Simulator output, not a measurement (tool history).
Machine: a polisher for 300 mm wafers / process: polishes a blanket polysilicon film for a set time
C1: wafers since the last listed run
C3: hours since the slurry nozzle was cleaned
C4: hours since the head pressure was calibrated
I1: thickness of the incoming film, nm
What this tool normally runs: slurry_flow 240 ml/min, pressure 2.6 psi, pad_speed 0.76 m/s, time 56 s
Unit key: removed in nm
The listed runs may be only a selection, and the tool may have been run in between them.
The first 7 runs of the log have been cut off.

{"hour": 82.5, "done": "worn pad replaced by a new one"}
{"run": 8, "hour": 122.1, "slurry_flow": 240, "pressure": 2.6, "pad_speed": 0.76, "time": 56, "C1": 698, "wafers polished on this pad": 554, "C3": 374.6, "C4": 617.4, "I1": 1304.1, "removed": 241.4}
{"run": 9, "hour": 128.8, "slurry_flow": 240, "pressure": 2.3, "pad_speed": 0.76, "time": 56, "C1": 93, "wafers polished on this pad": 648, "C3": 381.3, "C4": 624.1, "I1": 1302, "removed": 211.8}
{"run": 10, "hour": 142.8, "slurry_flow": 240, "pressure": 2.3, "pad_speed": 0.76, "time": 56, "C1": 195, "wafers polished on this pad": 843, "C3": 395.3, "C4": 638.1, "I1": 1311.2, "removed": 213.9}
{"hour": 150.7, "done": "worn pad replaced by a new one"}
{"run": 11, "hour": 155.7, "slurry_flow": 240, "pressure": 2.3, "pad_speed": 0.76, "time": 56, "C1": 124, "wafers polished on this pad": 70, "C3": 408.2, "C4": 651, "I1": 1321.1, "removed": 208.4}
{"run": 12, "hour": 163.5, "slurry_flow": 260, "pressure": 2.6, "pad_speed": 0.76, "time": 56, "C1": 109, "wafers polished on this pad": 179, "C3": 416, "C4": 658.8, "I1": 1274.2, "removed": 237.9}
{"hour": 167.3, "done": "slurry nozzle cleaned"}
{"run": 13, "hour": 179.1, "slurry_flow": 260, "pressure": 2.6, "pad_speed": 0.76, "time": 56, "C1": 204, "wafers polished on this pad": 383, "C3": 11.8, "C4": 674.4, "I1": 1282.7, "removed": 264.7}
{"run": 14, "hour": 186.2, "slurry_flow": 240, "pressure": 2.6, "pad_speed": 0.76, "time": 56, "C1": 99, "wafers polished on this pad": 483, "C3": 18.9, "C4": 681.5, "I1": 1301.7, "removed": 258}
{"run": 15, "hour": 197.0, "slurry_flow": 240, "pressure": 2.6, "pad_speed": 0.76, "time": 56, "C1": 151, "wafers polished on this pad": 634, "C3": 29.7, "C4": 692.3, "I1": 1309.9, "removed": 259}
{"run": 16, "hour": 210.2, "slurry_flow": 240, "pressure": 2.6, "pad_speed": 0.76, "time": 56, "C1": 184, "wafers polished on this pad": 819, "C3": 42.9, "C4": 705.5, "I1": 1328.9, "removed": 258.7}
{"run": 17, "hour": 222.8, "slurry_flow": 205, "pressure": 2.6, "pad_speed": 0.76, "time": 56, "C1": 176, "wafers polished on this pad": 995, "C3": 55.5, "C4": 718.1, "I1": 1306.2, "removed": 245.3}
{"hour": 238.6, "done": "worn pad replaced by a new one"}
{"run": 18, "hour": 240.1, "slurry_flow": 215, "pressure": 1.8, "pad_speed": 0.76, "time": 56, "C1": 186, "wafers polished on this pad": 21, "C3": 72.8, "C4": 735.4, "I1": 1314.8, "removed": 171.9}
{"run": 19, "hour": 247.6, "slurry_flow": 240, "pressure": 2.6, "pad_speed": 0.76, "time": 56, "C1": 104, "wafers polished on this pad": 126, "C3": 80.3, "C4": 742.9, "I1": 1315.6, "removed": 251.9}
{"run": 20, "hour": 261.7, "slurry_flow": 240, "pressure": 3.1, "pad_speed": 0.76, "time": 74, "C1": 197, "wafers polished on this pad": 323, "C3": 94.4, "C4": 757, "I1": 1314.5, "removed": 395.5}
{"run": 21, "hour": 273.3, "slurry_flow": 215, "pressure": 3.2, "pad_speed": 0.76, "time": 56, "C1": 162, "wafers polished on this pad": 486, "C3": 106, "C4": 768.6, "I1": 1311.9, "removed": 306.4}
{"run": 22, "hour": 291.3, "slurry_flow": 240, "pressure": 2.6, "pad_speed": 0.76, "time": 56, "C1": 251, "wafers polished on this pad": 737, "C3": 124, "C4": 786.6, "I1": 1321.8, "removed": 254.1}
{"hour": 297.2, "done": "head pressure recalibrated"}
{"run": 23, "hour": 297.7, "slurry_flow": 240, "pressure": 3, "pad_speed": 0.76, "time": 56, "C1": 61, "wafers polished on this pad": 799, "C3": 130.4, "C4": 0.5, "I1": 1288.5, "removed": 286.4}
{"hour": 315.2, "done": "worn pad replaced by a new one"}
{"run": 24, "hour": 315.7, "slurry_flow": 325, "pressure": 2.6, "pad_speed": 0.98, "time": 44, "C1": 195, "wafers polished on this pad": 7, "C3": 148.4, "C4": 18.5, "I1": 1297.9, "removed": 259.6}
{"run": 25, "hour": 321.7, "slurry_flow": 240, "pressure": 3.4, "pad_speed": 0.9, "time": 64, "C1": 83, "wafers polished on this pad": 91, "C3": 154.4, "C4": 24.5, "I1": 1309, "removed": 432.5}
{"run": 26, "hour": 336.5, "slurry_flow": 325, "pressure": 3.1, "pad_speed": 0.58, "time": 56, "C1": 207, "wafers polished on this pad": 298, "C3": 169.2, "C4": 39.3, "I1": 1307.1, "removed": 253.4}
{"run": 27, "hour": 343.2, "slurry_flow": 185, "pressure": 1.9, "pad_speed": 0.76, "time": 38, "C1": 93, "wafers polished on this pad": 392, "C3": 175.9, "C4": 46, "I1": 1287.2, "removed": 118.1}
{"run": 28, "hour": 355.7, "slurry_flow": 240, "pressure": 2.6, "pad_speed": 0.5, "time": 56, "C1": 174, "wafers polished on this pad": 567, "C3": 188.4, "C4": 58.5, "I1": 1298.4, "removed": 173.4}
{"run": 29, "hour": 364.0, "slurry_flow": 240, "pressure": 3.4, "pad_speed": 0.86, "time": 56, "C1": 116, "wafers polished on this pad": 683, "C3": 196.7, "C4": 66.8, "I1": 1290, "removed": 350.9}
{"run": 30, "hour": 381.0, "slurry_flow": 290, "pressure": 2.6, "pad_speed": 0.76, "time": 56, "C1": 237, "wafers polished on this pad": 921, "C3": 213.7, "C4": 83.8, "I1": 1299.6, "removed": 251.7}
{"run": 31, "hour": 389.6, "slurry_flow": 240, "pressure": 2.6, "pad_speed": 0.76, "time": 56, "C1": 120, "wafers polished on this pad": 1041, "C3": 222.3, "C4": 92.4, "I1": 1298.5, "removed": 241.9}
{"hour": 403.2, "done": "worn pad replaced by a new one"}
{"run": 32, "hour": 403.7, "slurry_flow": 165, "pressure": 2.6, "pad_speed": 0.76, "time": 62, "C1": 141, "wafers polished on this pad": 7, "C3": 236.4, "C4": 106.5, "I1": 1327.4, "removed": 244.3}

Here are 3 independent what-if runs from the current tool condition. What would each one return?
{"run": "A", "hour": 404.1, "slurry_flow": 240, "pressure": 2.6, "pad_speed": 0.56, "time": 56, "C1": 5, "wafers polished on this pad": 12, "C3": 236.8, "C4": 106.9, "I1": 1291.9, "removed": "?"}
{"run": "B", "hour": 404.1, "slurry_flow": 300, "pressure": 2, "pad_speed": 0.6, "time": 38, "C1": 5, "wafers polished on this pad": 12, "C3": 236.8, "C4": 106.9, "I1": 1291.9, "removed": "?"}
{"run": "C", "hour": 404.1, "slurry_flow": 280, "pressure": 3, "pad_speed": 0.84, "time": 56, "C1": 5, "wafers polished on this pad": 12, "C3": 236.8, "C4": 106.9, "I1": 1291.9, "removed": "?"}

run=A removed=185.9
run=B removed=106.7
run=C removed=311.2
Had the tool no hidden state, the same runs would have come out as:
run=A removed=199.8
run=B removed=113.1
run=C removed=331.1
